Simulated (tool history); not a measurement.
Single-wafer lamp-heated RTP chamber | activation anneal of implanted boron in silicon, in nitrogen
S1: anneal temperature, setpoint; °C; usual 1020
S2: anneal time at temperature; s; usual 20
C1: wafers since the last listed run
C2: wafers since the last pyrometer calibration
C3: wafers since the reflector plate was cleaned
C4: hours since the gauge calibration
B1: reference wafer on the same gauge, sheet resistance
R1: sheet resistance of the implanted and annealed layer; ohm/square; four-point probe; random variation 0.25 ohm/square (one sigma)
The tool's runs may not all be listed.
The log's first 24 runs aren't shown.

{"hour": 1836.7, "done": "gauge calibrated"}
{"run": 25, "hour": 1838.3, "S1": 1020, "S2": 20, "C1": 1464, "C2": 4969, "C3": 2295, "C4": 1.6, "B1": 189.97, "R1": 167.72}
{"run": 26, "hour": 1891.1, "S1": 991, "S2": 31, "C1": 1202, "C2": 6172, "C3": 3498, "C4": 54.4, "B1": 189.96, "R1": 170.26}
{"run": 27, "hour": 1972.5, "S1": 992, "S2": 17, "C1": 1853, "C2": 8026, "C3": 5352, "C4": 135.8, "B1": 189.91, "R1": 171.63}
{"hour": 2227.1, "done": "pyrometer window cleaned and pyrometer calibrated"}
{"run": 28, "hour": 2264.5, "S1": 1020, "S2": 20, "C1": 6468, "C2": 852, "C3": 11820, "C4": 427.8, "B1": 189.94, "R1": 168.27}
{"hour": 2319.3, "done": "reflector plate cleaned"}
{"run": 29, "hour": 2340.6, "S1": 1020, "S2": 20, "C1": 1551, "C2": 2403, "C3": 485, "C4": 503.9, "B1": 190, "R1": 168.01}
{"run": 30, "hour": 2448.6, "S1": 1005, "S2": 10, "C1": 2459, "C2": 4862, "C3": 2945, "C4": 611.9, "B1": 190.06, "R1": 170.81}
{"run": 31, "hour": 2489.4, "S1": 997, "S2": 24, "C1": 929, "C2": 5792, "C3": 3874, "C4": 652.7, "B1": 190.02, "R1": 170.41}
{"run": 32, "hour": 2549.6, "S1": 1034, "S2": 25, "C1": 1371, "C2": 7163, "C3": 5245, "C4": 712.9, "B1": 189.93, "R1": 166.48}
{"run": 33, "hour": 2594.9, "S1": 1033, "S2": 20, "C1": 1031, "C2": 8195, "C3": 6277, "C4": 758.2, "B1": 189.9, "R1": 167.11}
{"run": 34, "hour": 2641.4, "S1": 1002, "S2": 24, "C1": 1059, "C2": 9254, "C3": 7336, "C4": 804.7, "B1": 190.02, "R1": 169.03}
{"run": 35, "hour": 2694.0, "S1": 994, "S2": 26, "C1": 1197, "C2": 10452, "C3": 8534, "C4": 857.3, "B1": 190.04, "R1": 170.12}
{"hour": 2738.8, "done": "pyrometer window cleaned and pyrometer calibrated"}
{"run": 36, "hour": 2743.2, "S1": 1020, "S2": 20, "C1": 938, "C2": 100, "C3": 9472, "C4": 906.5, "B1": 189.98, "R1": 168.33}
{"run": 37, "hour": 2833.1, "S1": 1034, "S2": 20, "C1": 2047, "C2": 2148, "C3": 11520, "C4": 996.4, "B1": 189.95, "R1": 166.82}

Forecast each of these 3 alternatives for the next run:
{"run": "A", "hour": 2833.5, "S1": 1020, "S2": 20, "C1": 9, "C2": 2157, "C3": 11529, "C4": 996.8, "B1": "?", "R1": "?"}
{"run": "B", "hour": 2833.5, "S1": 1003, "S2": 14, "C1": 9, "C2": 2157, "C3": 11529, "C4": 996.8, "B1": "?", "R1": "?"}
{"run": "C", "hour": 2833.5, "S1": 1000, "S2": 31, "C1": 9, "C2": 2157, "C3": 11529, "C4": 996.8, "B1": "?", "R1": "?"}

run=A B1=190.11 R1=167.65
run=B B1=190.11 R1=170.09
run=C B1=190.11 R1=168.92
Without the tool's hidden state the same runs would have given:
run=A R1=168.85
run=B R1=172.62
run=C R1=171.26
